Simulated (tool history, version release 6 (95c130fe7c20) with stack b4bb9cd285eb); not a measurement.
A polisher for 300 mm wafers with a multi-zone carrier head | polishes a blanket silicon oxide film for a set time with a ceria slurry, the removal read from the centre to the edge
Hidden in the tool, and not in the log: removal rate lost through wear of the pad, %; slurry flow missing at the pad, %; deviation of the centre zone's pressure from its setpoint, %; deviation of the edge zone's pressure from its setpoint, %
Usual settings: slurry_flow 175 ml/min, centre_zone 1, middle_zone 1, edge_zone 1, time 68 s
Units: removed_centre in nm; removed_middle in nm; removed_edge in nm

run,hour,slurry_flow,centre_zone,middle_zone,edge_zone,time,wafers since the last listed run,wafers polished on this pad,hours since the slurry nozzle was cleaned,hours since the centre zone pressure was calibrated,hours since the edge zone pressure was calibrated,hours since the carrier head's membrane was replaced,"incoming thickness of the incoming film, nm",removed_centre,removed_middle,removed_edge
1,0,195,1,1,1,68,0,3566,269.1,472.4,457.6,917.4,947.4,284.4,272.6,273.7
2,71.6,195,1,1,1,68,941,4508,340.7,544,529.2,989,952.8,281,275.7,273
# hour 82.1: worn pad replaced by a new one
3,120.1,175,1,1,1,68,585,500,389.2,592.5,577.7,1037.5,951.3,292.3,276.6,278.4
4,190.9,175,1,1,1,68,931,1431,460,663.3,648.5,1108.3,963.8,288,275,271.9
5,248.2,175,0.96,1,1.11,68,753,2185,517.3,720.6,705.8,1165.6,941.7,275.9,271.2,284.9
6,300.3,175,1,0.96,1,68,685,2870,569.4,772.7,757.9,1217.7,935.8,292.5,261.8,268.5
# hour 313.1: centre zone pressure recalibrated
7,345.7,120,1,1,1,68,570,3441,614.8,32.6,803.3,1263.1,958.6,257.1,253.7,261.1
# hour 370.6: worn pad replaced by a new one
8,375,175,0.94,0.96,1,57,332,57,644.1,61.9,832.6,1292.4,958.4,224.3,230.6,235.3
9,409.1,155,1.03,1,1.08,68,448,505,678.2,96,866.7,1326.5,967.8,275.9,278,285
10,452.4,175,1,1,1,68,569,1075,721.5,139.3,910,1369.8,951.7,273.9,274.5,276.2
# hour 458.2: edge zone pressure recalibrated
11,482.8,175,1,1,1,68,373,1449,751.9,169.7,24.6,1400.2,957.7,275.9,273.2,271
12,519.9,155,1.08,1.11,1.11,68,488,1937,789,206.8,61.7,1437.3,944.3,289.8,293.6,283.9
# hour 541.8: carrier head's membrane replaced by a new one
13,578.5,175,1,0.94,1,54,705,2642,847.6,265.4,120.3,36.7,949.8,213.7,205.4,220.3
# hour 623: slurry nozzle cleaned
14,638.5,175,1,1,1.09,68,776,3418,15.5,325.4,180.3,96.7,949.1,275,266.8,275.9
# hour 714.1: worn pad replaced by a new one
15,716.5,175,1,1,1,68,973,31,93.5,403.4,258.3,174.7,952.8,290.1,285.5,289.9
16,765.5,175,1,1,1.09,68,644,675,142.5,452.4,307.3,223.7,962.3,284.1,276.8,294.5
17,801,175,1,1,1.09,68,466,1142,178,487.9,342.8,259.2,935.7,277.5,277.4,284.9
18,863.6,175,1,1,1,75,823,1966,240.6,550.5,405.4,321.8,967.9,312.9,301,292.5
19,890.4,175,1.1,1.07,1,68,352,2318,267.4,577.3,432.2,348.6,934.6,311.5,285.7,268.7
20,918.5,175,1,1,0.94,68,369,2688,295.5,605.4,460.3,376.7,966.7,284.4,270.7,264.6
21,960.1,175,1,1.04,1,68,547,3235,337.1,647,501.9,418.3,948.1,285.4,282.7,268.8

What the log doesn't show, run by run:
slurry flow missing at the pad, %: 0 in every run
deviation of the edge zone's pressure from its setpoint, %: 0 in every run
H1: removal rate lost through wear of the pad, %
H2: deviation of the centre zone's pressure from its setpoint, %
run,H1,H2
1,5.8,3.04
2,6.03,4.06
3,2.56,4.84
4,4.7,6.1
5,5.62,7.22
6,6.11,8.32
7,6.38,-1.06
8,0.466,-1.02
9,2.14,-0.941
10,3.6,-0.798
11,4.32,-0.665
12,4.95,-0.468
13,5.59,-0.0767
14,5.96,0.424
15,0.17,1.23
16,2.46,1.82
17,3.55,2.29
18,4.77,3.21
19,5.11,3.64
20,5.38,4.1
21,5.67,4.84
